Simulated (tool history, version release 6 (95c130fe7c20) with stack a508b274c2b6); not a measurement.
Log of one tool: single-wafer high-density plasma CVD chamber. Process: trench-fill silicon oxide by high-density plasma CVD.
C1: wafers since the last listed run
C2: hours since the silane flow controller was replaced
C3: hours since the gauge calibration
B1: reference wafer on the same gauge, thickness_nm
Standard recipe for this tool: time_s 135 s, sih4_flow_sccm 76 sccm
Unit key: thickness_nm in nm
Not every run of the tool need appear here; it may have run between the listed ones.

Run 1, hour 0.0: usual settings but sih4_flow_sccm 67 sccm; C1 0; C2 1794.3; C3 317.2; B1 899.847. Result: thickness_nm 988.597 nm.
Run 2, hour 6.8: usual settings but sih4_flow_sccm 67 sccm; C1 56; C2 1801.1; C3 324.0; B1 900.301. Result: thickness_nm 981.876 nm.
At hour 41.1: gauge calibrated.
Run 3, hour 49.9: usual settings but time_s 153 s; C1 359; C2 1844.2; C3 8.8; B1 899.278. Result: thickness_nm 1253.501 nm.
Run 4, hour 56.2: usual settings but time_s 153 s; C1 52; C2 1850.5; C3 15.1; B1 900.783. Result: thickness_nm 1252.070 nm.
Run 5, hour 73.4: usual settings but time_s 153 s; C1 143; C2 1867.7; C3 32.3; B1 900.075. Result: thickness_nm 1243.962 nm.
Run 6, hour 85.4: usual settings but sih4_flow_sccm 81 sccm; C1 100; C2 1879.7; C3 44.3; B1 899.763. Result: thickness_nm 1166.729 nm.
Run 7, hour 99.9: usual settings but sih4_flow_sccm 81 sccm; C1 121; C2 1894.2; C3 58.8; B1 900.091. Result: thickness_nm 1171.561 nm.
Run 8, hour 113.8: usual settings but sih4_flow_sccm 81 sccm; C1 115; C2 1908.1; C3 72.7; B1 899.273. Result: thickness_nm 1172.737 nm.
Run 9, hour 124.7: usual settings; C1 90; C2 1919.0; C3 83.6; B1 899.624. Result: thickness_nm 1106.418 nm.
Run 10, hour 135.8: usual settings; C1 92; C2 1930.1; C3 94.7; B1 900.153. Result: thickness_nm 1106.446 nm.
Run 11, hour 152.2: usual settings; C1 136; C2 1946.5; C3 111.1; B1 899.840. Result: thickness_nm 1100.585 nm.
Run 12, hour 162.3: usual settings but time_s 156 s, sih4_flow_sccm 65 sccm; C1 84; C2 1956.6; C3 121.2; B1 900.210. Result: thickness_nm 1109.158 nm.
Run 13, hour 168.4: usual settings but time_s 150 s; C1 50; C2 1962.7; C3 127.3; B1 900.155. Result: thickness_nm 1227.627 nm.
Run 14, hour 178.4: usual settings but time_s 150 s; C1 83; C2 1972.7; C3 137.3; B1 899.416. Result: thickness_nm 1225.653 nm.
Run 15, hour 195.2: usual settings but time_s 150 s; C1 140; C2 1989.5; C3 154.1; B1 899.822. Result: thickness_nm 1226.975 nm.
Run 16, hour 205.7: usual settings but sih4_flow_sccm 86 sccm; C1 87; C2 2000.0; C3 164.6; B1 900.448. Result: thickness_nm 1234.132 nm.
Run 17, hour 216.4: usual settings but sih4_flow_sccm 86 sccm; C1 89; C2 2010.7; C3 175.3; B1 899.485. Result: thickness_nm 1236.819 nm.
Run 18, hour 227.4: usual settings but sih4_flow_sccm 70 sccm; C1 91; C2 2021.7; C3 186.3; B1 900.030. Result: thickness_nm 1029.095 nm.
Run 19, hour 268.0: usual settings but sih4_flow_sccm 70 sccm; C1 338; C2 2062.3; C3 226.9; B1 899.984. Result: thickness_nm 1028.322 nm.
Run 20, hour 280.0: usual settings but sih4_flow_sccm 70 sccm; C1 100; C2 2074.3; C3 238.9; B1 900.028. Result: thickness_nm 1026.401 nm.
Run 21, hour 286.2: usual settings but time_s 122 s; C1 51; C2 2080.5; C3 245.1; B1 900.495. Result: thickness_nm 996.800 nm.
At hour 304.3: silane flow controller replaced.
Run 22, hour 304.8: usual settings but sih4_flow_sccm 83 sccm; C1 88; C2 0.5; C3 263.7; B1 899.525. Result: thickness_nm 1151.229 nm.
Run 23, hour 313.9: usual settings but time_s 112 s, sih4_flow_sccm 66 sccm; C1 75; C2 9.6; C3 272.8; B1 900.706. Result: thickness_nm 772.418 nm.
Run 24, hour 330.8: usual settings but time_s 154 s, sih4_flow_sccm 69 sccm; C1 141; C2 26.5; C3 289.7; B1 900.005. Result: thickness_nm 1117.928 nm.
Run 25, hour 338.0: usual settings but time_s 125 s, sih4_flow_sccm 84 sccm; C1 60; C2 33.7; C3 296.9; B1 900.168. Result: thickness_nm 1076.496 nm.
Run 26, hour 351.8: usual settings but time_s 152 s, sih4_flow_sccm 88 sccm; C1 115; C2 47.5; C3 310.7; B1 900.347. Result: thickness_nm 1370.044 nm.
Run 27, hour 363.3: usual settings but time_s 108 s, sih4_flow_sccm 83 sccm; C1 95; C2 59.0; C3 322.2; B1 900.479. Result: thickness_nm 925.731 nm.
Run 28, hour 371.7: usual settings but time_s 114 s, sih4_flow_sccm 71 sccm; C1 70; C2 67.4; C3 330.6; B1 899.737. Result: thickness_nm 849.007 nm.
Run 29, hour 380.3: usual settings but time_s 112 s, sih4_flow_sccm 89 sccm; C1 71; C2 76.0; C3 339.2; B1 899.687. Result: thickness_nm 1026.503 nm.
Run 30, hour 390.0: usual settings but time_s 151 s, sih4_flow_sccm 80 sccm; C1 80; C2 85.7; C3 348.9; B1 899.560. Result: thickness_nm 1254.769 nm.
Run 31, hour 405.4: usual settings but sih4_flow_sccm 84 sccm; C1 128; C2 101.1; C3 364.3; B1 899.843. Result: thickness_nm 1170.334 nm.
Run 32, hour 446.9: usual settings; C1 346; C2 142.6; C3 405.8; B1 899.962. Result: thickness_nm 1071.448 nm.
At hour 462.8: gauge calibrated.
Run 33, hour 464.3: usual settings but sih4_flow_sccm 68 sccm; C1 145; C2 160.0; C3 1.5; B1 900.182. Result: thickness_nm 971.998 nm.
Run 34, hour 475.9: usual settings; C1 96; C2 171.6; C3 13.1; B1 899.621. Result: thickness_nm 1073.492 nm.
Run 35, hour 483.0: usual settings; C1 59; C2 178.7; C3 20.2; B1 900.093. Result: thickness_nm 1081.144 nm.
Run 36, hour 500.9: usual settings but time_s 115 s, sih4_flow_sccm 86 sccm; C1 149; C2 196.6; C3 38.1; B1 899.405. Result: thickness_nm 1032.945 nm.
Run 37, hour 511.4: usual settings; C1 87; C2 207.1; C3 48.6; B1 900.462. Result: thickness_nm 1074.410 nm.
Run 38, hour 517.4: usual settings but time_s 162 s, sih4_flow_sccm 63 sccm; C1 50; C2 213.1; C3 54.6; B1 900.171. Result: thickness_nm 1097.392 nm.
Run 39, hour 529.9: usual settings but sih4_flow_sccm 67 sccm; C1 104; C2 225.6; C3 67.1; B1 899.552. Result: thickness_nm 967.969 nm.
Run 40, hour 537.9: usual settings but time_s 117 s; C1 66; C2 233.6; C3 75.1; B1 900.515. Result: thickness_nm 935.480 nm.
Run 41, hour 549.8: usual settings but sih4_flow_sccm 82 sccm; C1 99; C2 245.5; C3 87.0; B1 899.965. Result: thickness_nm 1157.179 nm.
Run 42, hour 562.7: usual settings but sih4_flow_sccm 69 sccm; C1 107; C2 258.4; C3 99.9; B1 899.984. Result: thickness_nm 990.631 nm.
Run 43, hour 580.3: usual settings but time_s 117 s; C1 146; C2 276.0; C3 117.5; B1 899.455. Result: thickness_nm 943.865 nm.
Run 44, hour 596.4: usual settings but sih4_flow_sccm 80 sccm; C1 134; C2 292.1; C3 133.6; B1 899.797. Result: thickness_nm 1133.586 nm.
Run 45, hour 604.5: usual settings but sih4_flow_sccm 80 sccm; C1 67; C2 300.2; C3 141.7; B1 899.481. Result: thickness_nm 1129.447 nm.

Forecast each of these 5 alternatives for the next run:
Run A, hour 604.9: usual settings; C1 3; C2 300.6; C3 142.1; B1 ?. Result: thickness_nm ?.
Run B, hour 604.9: usual settings but time_s 126 s, sih4_flow_sccm 69 sccm; C1 3; C2 300.6; C3 142.1; B1 ?. Result: thickness_nm ?.
Run C, hour 604.9: usual settings but time_s 154 s, sih4_flow_sccm 91 sccm; C1 3; C2 300.6; C3 142.1; B1 ?. Result: thickness_nm ?.
Run D, hour 604.9: usual settings but time_s 149 s, sih4_flow_sccm 71 sccm; C1 3; C2 300.6; C3 142.1; B1 ?. Result: thickness_nm ?.
Run E, hour 604.9: usual settings but time_s 113 s, sih4_flow_sccm 91 sccm; C1 3; C2 300.6; C3 142.1; B1 ?. Result: thickness_nm ?.

run       B1  thickness_nm
  A  900.086      1085.729
  B  900.086       929.004
  C  900.086      1459.434
  D  900.086      1127.081
  E  900.086      1070.884
Stripped of hidden state, with their random variation kept, the same runs would have yielded:
run  thickness_nm
  A      1055.749
  B       903.352
  C      1419.135
  D      1095.959
  E      1041.314
